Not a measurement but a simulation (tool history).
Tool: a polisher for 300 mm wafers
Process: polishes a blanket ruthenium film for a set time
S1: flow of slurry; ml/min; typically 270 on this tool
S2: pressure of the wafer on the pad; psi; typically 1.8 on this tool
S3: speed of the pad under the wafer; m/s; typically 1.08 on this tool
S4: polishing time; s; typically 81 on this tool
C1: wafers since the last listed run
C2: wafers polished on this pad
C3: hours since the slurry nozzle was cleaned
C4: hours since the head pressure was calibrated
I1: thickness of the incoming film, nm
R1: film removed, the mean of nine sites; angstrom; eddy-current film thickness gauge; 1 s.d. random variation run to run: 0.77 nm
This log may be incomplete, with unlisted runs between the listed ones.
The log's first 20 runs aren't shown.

{"day": 9.604, "done": "worn pad replaced by a new one"}
{"run": 21, "day": 9.708, "S1": 270, "S2": 1.6, "S3": 1.08, "S4": 81, "C1": 77, "C2": 23, "C3": 72.5, "C4": 26.5, "I1": 495.8, "R1": 653}
{"run": 22, "day": 10.417, "S1": 270, "S2": 1.8, "S3": 1.08, "S4": 81, "C1": 159, "C2": 183, "C3": 89.5, "C4": 43.5, "I1": 491.1, "R1": 705}
{"run": 23, "day": 11.046, "S1": 270, "S2": 1.8, "S3": 1.24, "S4": 66, "C1": 141, "C2": 324, "C3": 104.6, "C4": 58.6, "I1": 490.2, "R1": 652}
{"run": 24, "day": 11.471, "S1": 340, "S2": 1.8, "S3": 1.44, "S4": 81, "C1": 95, "C2": 420, "C3": 114.8, "C4": 68.8, "I1": 479.1, "R1": 924}
{"run": 25, "day": 11.85, "S1": 355, "S2": 1.5, "S3": 1.08, "S4": 91, "C1": 85, "C2": 505, "C3": 123.9, "C4": 77.9, "I1": 486.2, "R1": 710}
{"run": 26, "day": 12.346, "S1": 270, "S2": 1.8, "S3": 1.44, "S4": 72, "C1": 111, "C2": 616, "C3": 135.8, "C4": 89.8, "I1": 482.6, "R1": 820}
{"run": 27, "day": 12.667, "S1": 270, "S2": 1.8, "S3": 1.08, "S4": 81, "C1": 72, "C2": 689, "C3": 143.5, "C4": 97.5, "I1": 498.8, "R1": 695}
{"run": 28, "day": 12.962, "S1": 270, "S2": 1.5, "S3": 0.98, "S4": 81, "C1": 66, "C2": 755, "C3": 150.6, "C4": 104.6, "I1": 484.7, "R1": 567}
{"day": 13.525, "done": "worn pad replaced by a new one"}
{"run": 29, "day": 13.542, "S1": 340, "S2": 1.8, "S3": 0.9, "S4": 81, "C1": 92, "C2": 3, "C3": 164.5, "C4": 118.5, "I1": 490.5, "R1": 620}
{"run": 30, "day": 13.908, "S1": 225, "S2": 1.6, "S3": 0.96, "S4": 71, "C1": 82, "C2": 86, "C3": 173.3, "C4": 127.3, "I1": 491.2, "R1": 508}
{"run": 31, "day": 14.283, "S1": 305, "S2": 2.3, "S3": 1.38, "S4": 104, "C1": 84, "C2": 170, "C3": 182.3, "C4": 136.3, "I1": 493.2, "R1": 1402}
{"run": 32, "day": 14.65, "S1": 270, "S2": 1.8, "S3": 1.08, "S4": 71, "C1": 82, "C2": 252, "C3": 191.1, "C4": 145.1, "I1": 486.3, "R1": 605}

Each row is a separate what-if for the run after 32, all from the same tool condition, not one after another. Results?
{"run": "A", "day": 14.667, "S1": 215, "S2": 1.8, "S3": 1.08, "S4": 81, "C1": 3, "C2": 256, "C3": 191.5, "C4": 145.5, "I1": 492, "R1": "?"}
{"run": "B", "day": 14.667, "S1": 270, "S2": 2.2, "S3": 0.82, "S4": 70, "C1": 3, "C2": 256, "C3": 191.5, "C4": 145.5, "I1": 492, "R1": "?"}
{"run": "C", "day": 14.667, "S1": 225, "S2": 1.8, "S3": 1.44, "S4": 60, "C1": 3, "C2": 256, "C3": 191.5, "C4": 145.5, "I1": 492, "R1": "?"}

run=A R1=682
run=B R1=563
run=C R1=656
Had the tool no hidden state, the same runs would have come out as:
run=A R1=682
run=B R1=563
run=C R1=656

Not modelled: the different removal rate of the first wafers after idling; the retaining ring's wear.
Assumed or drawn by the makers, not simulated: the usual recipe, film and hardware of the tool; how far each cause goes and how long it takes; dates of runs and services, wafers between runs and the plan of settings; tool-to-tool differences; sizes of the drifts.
